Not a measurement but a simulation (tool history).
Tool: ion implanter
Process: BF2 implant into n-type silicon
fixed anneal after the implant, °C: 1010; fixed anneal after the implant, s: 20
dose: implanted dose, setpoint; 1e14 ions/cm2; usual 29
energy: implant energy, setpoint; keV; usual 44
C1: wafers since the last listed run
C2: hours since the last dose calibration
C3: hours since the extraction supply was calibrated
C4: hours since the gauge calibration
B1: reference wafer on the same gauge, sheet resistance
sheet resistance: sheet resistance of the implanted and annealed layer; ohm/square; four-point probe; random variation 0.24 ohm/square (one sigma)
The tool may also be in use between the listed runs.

{"run": 1, "day": 0.0, "dose": 24.58, "energy": 47.5, "C1": 0, "C2": 740.5, "C3": 1634.1, "C4": 3100.2, "B1": 107.03, "sheet resistance": 109.02}
{"run": 2, "day": 2.867, "dose": 24.58, "energy": 47.5, "C1": 1230, "C2": 809.3, "C3": 1702.9, "C4": 3169, "B1": 106.99, "sheet resistance": 109.08}
{"run": 3, "day": 4.767, "dose": 29, "energy": 35, "C1": 815, "C2": 854.9, "C3": 1748.5, "C4": 3214.6, "B1": 106.96, "sheet resistance": 127.08}
{"day": 6.921, "done": "Faraday cup replaced and dose calibrated"}
{"run": 4, "day": 6.942, "dose": 29, "energy": 35, "C1": 790, "C2": 0.5, "C3": 1800.7, "C4": 3266.8, "B1": 107.03, "sheet resistance": 127.23}
{"day": 10.142, "done": "extraction supply calibrated"}
{"run": 5, "day": 11.221, "dose": 29, "energy": 35, "C1": 1693, "C2": 103.2, "C3": 25.9, "C4": 3369.5, "B1": 107.05, "sheet resistance": 128.87}
{"run": 6, "day": 15.583, "dose": 29, "energy": 39, "C1": 1872, "C2": 207.9, "C3": 130.6, "C4": 3474.2, "B1": 107.06, "sheet resistance": 121.22}
{"run": 7, "day": 18.117, "dose": 29, "energy": 39, "C1": 1087, "C2": 268.7, "C3": 191.4, "C4": 3535, "B1": 106.88, "sheet resistance": 120.88}
{"run": 8, "day": 21.875, "dose": 29, "energy": 40.5, "C1": 1612, "C2": 358.9, "C3": 281.6, "C4": 3625.2, "B1": 107.02, "sheet resistance": 118.79}
{"run": 9, "day": 24.454, "dose": 29, "energy": 40.5, "C1": 1106, "C2": 420.8, "C3": 343.5, "C4": 3687.1, "B1": 106.96, "sheet resistance": 118.88}
{"run": 10, "day": 28.162, "dose": 29, "energy": 40.5, "C1": 1591, "C2": 509.8, "C3": 432.5, "C4": 3776.1, "B1": 106.93, "sheet resistance": 118.69}
{"run": 11, "day": 32.475, "dose": 27.22, "energy": 44, "C1": 1850, "C2": 613.3, "C3": 536, "C4": 3879.6, "B1": 106.99, "sheet resistance": 113.83}
{"run": 12, "day": 34.062, "dose": 29, "energy": 53, "C1": 681, "C2": 651.4, "C3": 574.1, "C4": 3917.7, "B1": 107.01, "sheet resistance": 101.82}
{"day": 38.754, "done": "Faraday cup replaced and dose calibrated"}
{"run": 13, "day": 39.171, "dose": 29, "energy": 36, "C1": 2049, "C2": 10, "C3": 696.7, "C4": 4040.3, "B1": 107.03, "sheet resistance": 125.99}
{"run": 14, "day": 43.208, "dose": 20.93, "energy": 48.5, "C1": 1732, "C2": 106.9, "C3": 793.6, "C4": 4137.2, "B1": 107.08, "sheet resistance": 110.64}
{"run": 15, "day": 46.104, "dose": 25.49, "energy": 55.5, "C1": 1242, "C2": 176.4, "C3": 863.1, "C4": 4206.7, "B1": 107, "sheet resistance": 99.95}
{"run": 16, "day": 50.429, "dose": 26.52, "energy": 44, "C1": 1855, "C2": 280.2, "C3": 966.9, "C4": 4310.5, "B1": 106.96, "sheet resistance": 114.04}
{"run": 17, "day": 56.55, "dose": 34.59, "energy": 37, "C1": 2626, "C2": 427.1, "C3": 1113.8, "C4": 4457.4, "B1": 106.98, "sheet resistance": 122.59}
{"run": 18, "day": 59.317, "dose": 21.42, "energy": 29, "C1": 1187, "C2": 493.5, "C3": 1180.2, "C4": 4523.8, "B1": 107.02, "sheet resistance": 142.33}
{"run": 19, "day": 62.738, "dose": 29, "energy": 44, "C1": 1467, "C2": 575.6, "C3": 1262.3, "C4": 4605.9, "B1": 106.97, "sheet resistance": 112.89}
{"run": 20, "day": 65.583, "dose": 31.97, "energy": 57.5, "C1": 1221, "C2": 643.9, "C3": 1330.6, "C4": 4674.2, "B1": 106.91, "sheet resistance": 95.58}
{"run": 21, "day": 67.183, "dose": 31.82, "energy": 33.5, "C1": 686, "C2": 682.3, "C3": 1369, "C4": 4712.6, "B1": 106.97, "sheet resistance": 129.78}
{"run": 22, "day": 71.654, "dose": 29, "energy": 44, "C1": 1918, "C2": 789.6, "C3": 1476.3, "C4": 4819.9, "B1": 107.01, "sheet resistance": 112.67}
{"run": 23, "day": 74.767, "dose": 32.58, "energy": 58, "C1": 1335, "C2": 864.3, "C3": 1551, "C4": 4894.6, "B1": 106.93, "sheet resistance": 95.05}
{"day": 78.171, "done": "Faraday cup replaced and dose calibrated"}
{"day": 80.092, "done": "gauge calibrated"}
{"run": 24, "day": 80.221, "dose": 29, "energy": 33, "C1": 2197, "C2": 49.2, "C3": 1681.9, "C4": 3.1, "B1": 107.04, "sheet resistance": 131.25}
{"run": 25, "day": 81.933, "dose": 24.93, "energy": 51, "C1": 734, "C2": 90.3, "C3": 1723, "C4": 44.2, "B1": 107.12, "sheet resistance": 104.94}
{"run": 26, "day": 85.521, "dose": 36.8, "energy": 33.5, "C1": 1539, "C2": 176.4, "C3": 1809.1, "C4": 130.3, "B1": 107.07, "sheet resistance": 128.29}
{"day": 87.579, "done": "extraction supply calibrated"}
{"run": 27, "day": 89.25, "dose": 36.75, "energy": 44, "C1": 1457, "C2": 265.9, "C3": 40.1, "C4": 219.8, "B1": 106.97, "sheet resistance": 111.37}
{"run": 28, "day": 91.796, "dose": 34.75, "energy": 44, "C1": 1092, "C2": 327, "C3": 101.2, "C4": 280.9, "B1": 107.03, "sheet resistance": 111.57}
{"run": 29, "day": 93.412, "dose": 25.16, "energy": 39.5, "C1": 693, "C2": 365.8, "C3": 140, "C4": 319.7, "B1": 107.02, "sheet resistance": 121.63}
{"run": 30, "day": 97.871, "dose": 29, "energy": 44, "C1": 1913, "C2": 472.8, "C3": 247, "C4": 426.7, "B1": 106.96, "sheet resistance": 113.29}
{"run": 31, "day": 100.821, "dose": 29, "energy": 50.5, "C1": 1265, "C2": 543.6, "C3": 317.8, "C4": 497.5, "B1": 106.93, "sheet resistance": 104.26}
{"run": 32, "day": 102.692, "dose": 26.06, "energy": 31, "C1": 802, "C2": 588.5, "C3": 362.7, "C4": 542.4, "B1": 106.95, "sheet resistance": 136.58}
{"run": 33, "day": 105.912, "dose": 33.05, "energy": 35, "C1": 1382, "C2": 665.8, "C3": 440, "C4": 619.7, "B1": 107.14, "sheet resistance": 126.87}
{"run": 34, "day": 109.067, "dose": 25.82, "energy": 52, "C1": 1353, "C2": 741.5, "C3": 515.7, "C4": 695.4, "B1": 106.93, "sheet resistance": 103.57}
{"day": 113.508, "done": "Faraday cup replaced and dose calibrated"}
{"run": 35, "day": 113.529, "dose": 29, "energy": 44, "C1": 1771, "C2": 0.5, "C3": 622.8, "C4": 802.5, "B1": 107.04, "sheet resistance": 112.72}
{"run": 36, "day": 115.975, "dose": 23.49, "energy": 51, "C1": 1049, "C2": 59.2, "C3": 681.5, "C4": 861.2, "B1": 107, "sheet resistance": 105.55}

The tool's hidden state at each run:
deviation of the true dose from the Faraday cup's reading, %: 0 in every run
gauge reads high (%): 0 in every run
H1: deviation of the true energy from its setpoint, %
run=1 H1=2.01
run=2 H1=2.02
run=3 H1=2.03
run=4 H1=2.04
run=5 H1=-0.301
run=6 H1=-0.0488
run=7 H1=0.0813
run=8 H1=0.255
run=9 H1=0.361
run=10 H1=0.499
run=11 H1=0.638
run=12 H1=0.684
run=13 H1=0.817
run=14 H1=0.906
run=15 H1=0.963
run=16 H1=1.04
run=17 H1=1.13
run=18 H1=1.16
run=19 H1=1.2
run=20 H1=1.23
run=21 H1=1.24
run=22 H1=1.28
run=23 H1=1.3
run=24 H1=1.34
run=25 H1=1.35
run=26 H1=1.37
run=27 H1=0.467
run=28 H1=0.616
run=29 H1=0.704
run=30 H1=0.923
run=31 H1=1.05
run=32 H1=1.12
run=33 H1=1.24
run=34 H1=1.34
run=35 H1=1.47
run=36 H1=1.53
